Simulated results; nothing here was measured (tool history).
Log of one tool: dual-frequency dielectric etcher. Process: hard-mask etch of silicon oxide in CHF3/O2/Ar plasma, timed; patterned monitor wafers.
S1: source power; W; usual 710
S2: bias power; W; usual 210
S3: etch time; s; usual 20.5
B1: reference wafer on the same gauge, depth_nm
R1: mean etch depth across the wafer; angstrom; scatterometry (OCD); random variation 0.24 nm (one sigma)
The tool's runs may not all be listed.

run    hour   S1   S2    S3     B1     R1
  1       0  710  210  24.5  46.25  532.1
       28.7  -- gauge calibrated
  2    43.5  710  210  24.5  46.26  532.9
  3   132.6  710  177  20.5  46.22  416.8
  4   177.5  710  177  20.5  46.47  412.6
  5   265.2  710  177  20.5  46.47  409.3
  6   357.3  710  210  20.5  46.35  434.5
      426.4  -- wet clean of the chamber
  7   426.9  710  210  20.5  46.28  479.2
  8   504.7  710  210  20.5  46.32  473.2
      547.3  -- upper electrode replaced
      597.6  -- wet clean of the chamber, repeated, since the last time left the tool worse
  9   598.1  710  159  26.5  46.34    519
      618.6  -- source power generator calibrated
 10   631.1  710  210    23  46.35  496.2
 11   678.4  710  159  26.5  46.31    512
 12     735  810  176  20.5  46.33  443.1
      776.2  -- bias power generator calibrated
 13   792.2  710  210    26  46.31  559.5
      819.6  -- gauge calibrated
 14     848  710  210  20.5  46.17  435.6
 15   946.1  710  210  16.5  46.22  347.4
 16   991.8  710  162  24.5  46.31  469.7
 17  1064.4  590  210  23.5  46.35  447.2

3 ways to go on from here, each from the tool as it stands after run 17. What would each give?
  A  1064.8  580  210  20.5   ?   ?
  B  1064.8  630  250  20.5   ?   ?
  C  1064.8  710  256  20.5   ?   ?

run     B1     R1
  A  46.26  386.1
  B  46.26  432.3
  C  46.26  464.3
Without the tool's hidden state the same runs would have given:
run     R1
  A  403.5
  B  451.7
  C  485.2

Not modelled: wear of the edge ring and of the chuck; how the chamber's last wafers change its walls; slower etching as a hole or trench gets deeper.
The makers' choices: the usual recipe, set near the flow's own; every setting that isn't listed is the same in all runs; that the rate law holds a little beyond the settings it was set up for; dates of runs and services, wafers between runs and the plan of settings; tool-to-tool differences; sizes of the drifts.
